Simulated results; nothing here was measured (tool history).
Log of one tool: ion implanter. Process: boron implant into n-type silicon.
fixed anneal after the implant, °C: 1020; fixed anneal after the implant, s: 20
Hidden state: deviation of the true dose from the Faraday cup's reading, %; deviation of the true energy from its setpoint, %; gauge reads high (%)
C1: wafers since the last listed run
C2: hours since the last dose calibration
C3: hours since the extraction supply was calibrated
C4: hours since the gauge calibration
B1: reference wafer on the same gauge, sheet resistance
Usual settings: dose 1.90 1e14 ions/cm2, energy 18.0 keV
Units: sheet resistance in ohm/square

Run 1, hour 0.0: usual settings but dose 2.14 1e14 ions/cm2; C1 0; C2 377.9; C3 2610.6; C4 343.4; B1 375.33. Result: sheet resistance 413.51 ohm/square.
Run 2, hour 47.3: usual settings but dose 2.14 1e14 ions/cm2; C1 603; C2 425.2; C3 2657.9; C4 390.7; B1 374.64. Result: sheet resistance 417.56 ohm/square.
Run 3, hour 104.8: usual settings; C1 733; C2 482.7; C3 2715.4; C4 448.2; B1 375.05. Result: sheet resistance 456.24 ohm/square.
Run 4, hour 169.2: usual settings but dose 1.58 1e14 ions/cm2; C1 821; C2 547.1; C3 2779.8; C4 512.6; B1 375.05. Result: sheet resistance 532.48 ohm/square.
Run 5, hour 276.4: usual settings but energy 13.0 keV; C1 1367; C2 654.3; C3 2887.0; C4 619.8; B1 374.37. Result: sheet resistance 475.06 ohm/square.
Run 6, hour 300.6: usual settings but energy 21.5 keV; C1 308; C2 678.5; C3 2911.2; C4 644.0; B1 375.09. Result: sheet resistance 444.62 ohm/square.
Run 7, hour 333.5: usual settings; C1 419; C2 711.4; C3 2944.1; C4 676.9; B1 375.02. Result: sheet resistance 458.90 ohm/square.
Run 8, hour 362.5: usual settings; C1 369; C2 740.4; C3 2973.1; C4 705.9; B1 375.14. Result: sheet resistance 459.01 ohm/square.
Run 9, hour 504.1: usual settings but dose 1.35 1e14 ions/cm2, energy 22.0 keV; C1 1806; C2 882.0; C3 3114.7; C4 847.5; B1 374.90. Result: sheet resistance 585.15 ohm/square.

Forecast run 10:
At hour 507.6: gauge calibrated.
Run 10, hour 564.3: usual settings but dose 1.41 1e14 ions/cm2, energy 16.0 keV; C1 767; C2 942.2; C3 3174.9; C4 56.7; B1 ?. Result: sheet resistance ?.

Run 10 gave B1 375.38, sheet resistance 591.47 ohm/square.
Without the tool's hidden state the same run would have given sheet resistance 591.47 ohm/square.
